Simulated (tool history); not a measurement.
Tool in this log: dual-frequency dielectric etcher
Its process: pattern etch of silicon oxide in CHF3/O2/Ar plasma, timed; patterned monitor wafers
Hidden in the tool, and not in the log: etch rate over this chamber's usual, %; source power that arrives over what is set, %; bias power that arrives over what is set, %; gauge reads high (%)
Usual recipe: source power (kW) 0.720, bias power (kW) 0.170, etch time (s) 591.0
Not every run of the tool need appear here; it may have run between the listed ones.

run,hour,source power (kW),bias power (kW),etch time (s),wafers since the last listed run,hours since the last wet clean,hours since the last source power generator calibration,hours since the last bias power generator calibration,hours since the last upper electrode change,hours since the gauge calibration,"read-back reference wafer on the same gauge, depth_nm",mean etch depth across the wafer (nm)
1,0.0,0.720,0.170,591.0,0,16.0,2605.1,4595.9,2370.7,755.9,1019.7,1210.5
2,14.4,0.720,0.139,591.0,42,30.4,2619.5,4610.3,2385.1,770.3,1021.1,1159.3
3,30.8,0.720,0.139,591.0,47,46.8,2635.9,4626.7,2401.5,786.7,1020.7,1159.5
4,55.7,0.720,0.139,591.0,72,71.7,2660.8,4651.6,2426.4,811.6,1020.3,1164.4
5,70.9,0.720,0.170,591.0,44,86.9,2676.0,4666.8,2441.6,826.8,1021.2,1218.7
6,99.4,0.720,0.170,591.0,83,115.4,2704.5,4695.3,2470.1,855.3,1020.2,1209.1
7,134.6,0.830,0.170,591.0,102,150.6,2739.7,4730.5,2505.3,890.5,1019.2,1313.9
8,150.1,0.800,0.170,649.0,45,166.1,2755.2,4746.0,2520.8,906.0,1019.4,1414.2
9,179.6,0.800,0.170,649.0,86,195.6,2784.7,4775.5,2550.3,935.5,1020.2,1418.9
10,210.5,0.800,0.170,649.0,90,226.5,2815.6,4806.4,2581.2,966.4,1020.2,1417.5
11,234.1,0.720,0.192,548.0,68,250.1,2839.2,4830.0,2604.8,990.0,1019.8,1161.4
# hour 245.6: gauge calibrated
12,267.0,0.720,0.192,548.0,96,283.0,2872.1,4862.9,2637.7,21.4,1020.5,1164.4
13,301.0,0.720,0.170,591.0,99,317.0,2906.1,4896.9,2671.7,55.4,1020.7,1214.7
14,331.1,0.630,0.170,488.5,87,347.1,2936.2,4927.0,2701.8,85.5,1019.6,932.7
15,358.8,0.720,0.170,591.0,80,374.8,2963.9,4954.7,2729.5,113.2,1019.5,1208.8
# hour 381.7: bias power generator calibrated
16,382.6,0.540,0.154,749.0,57,398.6,2987.7,0.9,2753.3,137.0,1019.7,1255.7
17,402.6,0.790,0.170,415.5,58,418.6,3007.7,20.9,2773.3,157.0,1019.0,899.2
18,502.0,0.570,0.170,591.0,290,518.0,3107.1,120.3,2872.7,256.4,1019.3,1057.1
# hour 516.8: source power generator calibrated
# hour 543.1: wet clean of the chamber
19,543.6,0.720,0.170,591.0,39,0.5,26.8,161.9,2914.3,298.0,1020.9,1209.4
20,546.6,0.660,0.137,743.0,8,3.5,29.8,164.9,2917.3,301.0,1020.2,1383.5
# hour 574.4: upper electrode replaced
21,574.9,0.720,0.170,591.0,12,31.8,58.1,193.2,0.5,329.3,1019.7,1220.1
22,601.9,0.560,0.158,546.0,78,58.8,85.1,220.2,27.5,356.3,1021.0,947.9
23,695.9,0.720,0.170,591.0,274,152.8,179.1,314.2,121.5,450.3,1020.5,1217.4
24,711.1,0.720,0.152,472.5,44,168.0,194.3,329.4,136.7,465.5,1019.2,949.2
25,741.0,0.850,0.142,473.0,87,197.9,224.2,359.3,166.6,495.4,1019.2,1025.8
26,761.4,0.720,0.155,591.0,59,218.3,244.6,379.7,187.0,515.8,1020.5,1188.7
27,788.2,0.720,0.170,591.0,78,245.1,271.4,406.5,213.8,542.6,1020.5,1215.7
28,806.4,0.540,0.170,591.0,53,263.3,289.6,424.7,232.0,560.8,1020.3,1012.4
29,839.1,0.540,0.170,591.0,95,296.0,322.3,457.4,264.7,593.5,1020.1,1014.2
30,870.3,0.570,0.170,591.0,91,327.2,353.5,488.6,295.9,624.7,1020.6,1056.5
31,900.0,0.720,0.170,747.0,86,356.9,383.2,518.3,325.6,654.4,1020.8,1536.1

Predict each of these 3 candidate next runs independently; none follows another, all start after run 31:
A,900.6,0.590,0.170,591.0,1,357.5,383.8,518.9,326.2,655.0,?,?
B,900.6,0.810,0.170,591.0,1,357.5,383.8,518.9,326.2,655.0,?,?
C,900.6,0.800,0.146,497.5,1,357.5,383.8,518.9,326.2,655.0,?,?

run,"read-back reference wafer on the same gauge, depth_nm",mean etch depth across the wafer (nm)
A,1020.9,1079.0
B,1020.9,1299.6
C,1020.9,1049.6
With no hidden state in the tool, these same runs would have given:
run,mean etch depth across the wafer (nm)
A,1079.0
B,1299.6
C,1049.6
